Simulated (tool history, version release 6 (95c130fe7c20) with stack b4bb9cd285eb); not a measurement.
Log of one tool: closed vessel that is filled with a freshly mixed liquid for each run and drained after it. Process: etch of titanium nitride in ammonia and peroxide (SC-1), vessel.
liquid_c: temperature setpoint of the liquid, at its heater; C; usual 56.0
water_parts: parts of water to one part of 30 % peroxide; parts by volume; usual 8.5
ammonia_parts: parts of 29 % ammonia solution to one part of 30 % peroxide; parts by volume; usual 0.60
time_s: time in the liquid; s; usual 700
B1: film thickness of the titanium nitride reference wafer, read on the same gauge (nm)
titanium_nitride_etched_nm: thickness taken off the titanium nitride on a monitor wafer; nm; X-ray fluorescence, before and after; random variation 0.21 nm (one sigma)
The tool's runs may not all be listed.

run 1 hour=0.0 | liquid_c=56.0 water_parts=8.5 ammonia_parts=0.40 time_s=700 | B1=70.24 | titanium_nitride_etched_nm=52.66
run 2 hour=61.6 | liquid_c=56.0 water_parts=8.5 ammonia_parts=0.60 time_s=700 | B1=70.44 | titanium_nitride_etched_nm=56.69
run 3 hour=103.0 | liquid_c=56.0 water_parts=8.5 ammonia_parts=0.60 time_s=700 | B1=70.52 | titanium_nitride_etched_nm=56.54
run 4 hour=155.3 | liquid_c=56.0 water_parts=8.5 ammonia_parts=0.60 time_s=700 | B1=70.71 | titanium_nitride_etched_nm=56.98
run 5 hour=228.6 | liquid_c=56.0 water_parts=8.5 ammonia_parts=0.60 time_s=700 | B1=70.87 | titanium_nitride_etched_nm=56.99
run 6 hour=280.4 | liquid_c=56.0 water_parts=8.5 ammonia_parts=0.60 time_s=700 | B1=70.97 | titanium_nitride_etched_nm=56.89
run 7 hour=360.4 | liquid_c=60.5 water_parts=8.5 ammonia_parts=0.70 time_s=345 | B1=71.19 | titanium_nitride_etched_nm=38.83
run 8 hour=399.2 | liquid_c=56.0 water_parts=8.5 ammonia_parts=0.60 time_s=700 | B1=71.27 | titanium_nitride_etched_nm=57.39
run 9 hour=437.1 | liquid_c=58.5 water_parts=8.5 ammonia_parts=0.45 time_s=1055 | B1=71.30 | titanium_nitride_etched_nm=96.95
-- hour=444.2 ammonia flow meter replaced
run 10 hour=512.4 | liquid_c=56.0 water_parts=7.0 ammonia_parts=0.60 time_s=700 | B1=71.46 | titanium_nitride_etched_nm=63.23
-- hour=569.5 thermometer replaced
run 11 hour=605.3 | liquid_c=53.0 water_parts=5.5 ammonia_parts=0.75 time_s=530 | B1=71.54 | titanium_nitride_etched_nm=45.42
run 12 hour=685.9 | liquid_c=56.0 water_parts=11.5 ammonia_parts=0.60 time_s=945 | B1=71.66 | titanium_nitride_etched_nm=66.50
run 13 hour=771.8 | liquid_c=56.0 water_parts=8.5 ammonia_parts=0.45 time_s=700 | B1=71.72 | titanium_nitride_etched_nm=54.92
-- hour=781.1 new drum of ammonia solution connected
run 14 hour=819.3 | liquid_c=62.0 water_parts=12.0 ammonia_parts=0.85 time_s=700 | B1=71.78 | titanium_nitride_etched_nm=76.41
run 15 hour=872.3 | liquid_c=65.0 water_parts=5.5 ammonia_parts=0.60 time_s=1020 | B1=71.80 | titanium_nitride_etched_nm=188.84
run 16 hour=988.1 | liquid_c=56.0 water_parts=7.5 ammonia_parts=0.60 time_s=700 | B1=71.92 | titanium_nitride_etched_nm=61.25

Forecast run 17:
run 17 hour=1089.9 | liquid_c=56.0 water_parts=8.5 ammonia_parts=0.60 time_s=700 | B1=? | titanium_nitride_etched_nm=?

{"run 17": {"B1": 72.02, "titanium_nitride_etched_nm": 57.77}}
Without the tool's hidden state the same run would have given titanium_nitride_etched_nm 56.18 nm.
